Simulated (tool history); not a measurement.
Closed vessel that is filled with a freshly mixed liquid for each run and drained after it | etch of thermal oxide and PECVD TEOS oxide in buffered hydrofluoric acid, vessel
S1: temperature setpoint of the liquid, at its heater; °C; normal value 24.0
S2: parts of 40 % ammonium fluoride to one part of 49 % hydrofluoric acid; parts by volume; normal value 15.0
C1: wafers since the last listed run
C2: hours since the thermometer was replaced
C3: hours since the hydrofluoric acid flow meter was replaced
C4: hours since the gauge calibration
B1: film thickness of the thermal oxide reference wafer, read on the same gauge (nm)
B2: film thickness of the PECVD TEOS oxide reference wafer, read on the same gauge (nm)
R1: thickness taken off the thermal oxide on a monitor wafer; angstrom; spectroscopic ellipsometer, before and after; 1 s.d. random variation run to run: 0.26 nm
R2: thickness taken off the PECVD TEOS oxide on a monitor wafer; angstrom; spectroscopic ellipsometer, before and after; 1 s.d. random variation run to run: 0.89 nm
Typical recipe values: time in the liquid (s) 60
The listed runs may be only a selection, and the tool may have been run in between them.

{"run": 1, "hour": 0.0, "S1": 24.0, "S2": 15.0, "time in the liquid (s)": 60, "C1": 0, "C2": 946.7, "C3": 2243.9, "C4": 162.3, "B1": 50.01, "B2": 100.01, "R1": 482.2, "R2": 933.0}
{"run": 2, "hour": 107.5, "S1": 24.0, "S2": 15.0, "time in the liquid (s)": 60, "C1": 13016, "C2": 1054.2, "C3": 2351.4, "C4": 269.8, "B1": 50.03, "B2": 100.0, "R1": 480.0, "R2": 943.9}
{"run": 3, "hour": 145.6, "S1": 24.0, "S2": 13.0, "time in the liquid (s)": 60, "C1": 4613, "C2": 1092.3, "C3": 2389.5, "C4": 307.9, "B1": 49.98, "B2": 99.97, "R1": 564.2, "R2": 1084.1}
{"run": 4, "hour": 188.5, "S1": 24.0, "S2": 13.0, "time in the liquid (s)": 60, "C1": 5194, "C2": 1135.2, "C3": 2432.4, "C4": 350.8, "B1": 50.02, "B2": 99.99, "R1": 557.4, "R2": 1081.2}
{"run": 5, "hour": 228.7, "S1": 24.0, "S2": 15.0, "time in the liquid (s)": 70, "C1": 4867, "C2": 1175.4, "C3": 2472.6, "C4": 391.0, "B1": 49.93, "B2": 100.0, "R1": 566.6, "R2": 1091.9}
{"run": 6, "hour": 297.1, "S1": 27.5, "S2": 15.0, "time in the liquid (s)": 60, "C1": 8281, "C2": 1243.8, "C3": 2541.0, "C4": 459.4, "B1": 49.99, "B2": 99.99, "R1": 582.2, "R2": 1129.4}
{"run": 7, "hour": 381.5, "S1": 27.5, "S2": 15.0, "time in the liquid (s)": 60, "C1": 10219, "C2": 1328.2, "C3": 2625.4, "C4": 543.8, "B1": 50.0, "B2": 100.01, "R1": 579.3, "R2": 1122.0}
{"hour": 435.7, "done": "hydrofluoric acid flow meter replaced"}
{"run": 8, "hour": 449.5, "S1": 27.5, "S2": 15.0, "time in the liquid (s)": 60, "C1": 8112, "C2": 1396.2, "C3": 13.8, "C4": 611.8, "B1": 50.01, "B2": 100.0, "R1": 642.7, "R2": 1232.4}
{"run": 9, "hour": 499.4, "S1": 24.0, "S2": 15.0, "time in the liquid (s)": 85, "C1": 6041, "C2": 1446.1, "C3": 63.7, "C4": 661.7, "B1": 49.98, "B2": 100.0, "R1": 755.8, "R2": 1452.8}
{"run": 10, "hour": 598.0, "S1": 24.0, "S2": 15.0, "time in the liquid (s)": 60, "C1": 11938, "C2": 1544.7, "C3": 162.3, "C4": 760.3, "B1": 49.96, "B2": 100.0, "R1": 534.0, "R2": 1023.7}
{"hour": 598.1, "done": "gauge calibrated"}
{"run": 11, "hour": 648.2, "S1": 26.0, "S2": 15.0, "time in the liquid (s)": 95, "C1": 6078, "C2": 1594.9, "C3": 212.5, "C4": 50.1, "B1": 50.0, "B2": 100.02, "R1": 929.5, "R2": 1826.2}
{"run": 12, "hour": 698.9, "S1": 24.0, "S2": 15.0, "time in the liquid (s)": 60, "C1": 6138, "C2": 1645.6, "C3": 263.2, "C4": 100.8, "B1": 49.96, "B2": 99.99, "R1": 531.4, "R2": 1009.6}
{"hour": 705.8, "done": "thermometer replaced"}
{"run": 13, "hour": 763.2, "S1": 24.0, "S2": 15.0, "time in the liquid (s)": 60, "C1": 7664, "C2": 57.4, "C3": 327.5, "C4": 165.1, "B1": 49.99, "B2": 100.0, "R1": 527.7, "R2": 1014.8}
{"run": 14, "hour": 859.8, "S1": 27.5, "S2": 13.0, "time in the liquid (s)": 80, "C1": 11696, "C2": 154.0, "C3": 424.1, "C4": 261.7, "B1": 50.03, "B2": 100.01, "R1": 977.3, "R2": 1891.9}
{"run": 15, "hour": 922.4, "S1": 28.0, "S2": 15.0, "time in the liquid (s)": 85, "C1": 7579, "C2": 216.6, "C3": 486.7, "C4": 324.3, "B1": 49.96, "B2": 99.99, "R1": 926.9, "R2": 1769.7}
{"run": 16, "hour": 979.0, "S1": 25.5, "S2": 12.5, "time in the liquid (s)": 75, "C1": 6853, "C2": 273.2, "C3": 543.3, "C4": 380.9, "B1": 50.05, "B2": 100.01, "R1": 854.5, "R2": 1611.6}

Forecast run 17:
{"run": 17, "hour": 1022.7, "S1": 22.5, "S2": 15.0, "time in the liquid (s)": 60, "C1": 5291, "C2": 316.9, "C3": 587.0, "C4": 424.6, "B1": "?", "B2": "?", "R1": "?", "R2": "?"}

B1: 50.04
B2: 100.01
R1: 480.8 angstrom
R2: 936.9 angstrom
On a tool with no hidden condition, and with the same random variation, this run would have come out at R1 493.7 angstrom, R2 962.1 angstrom.
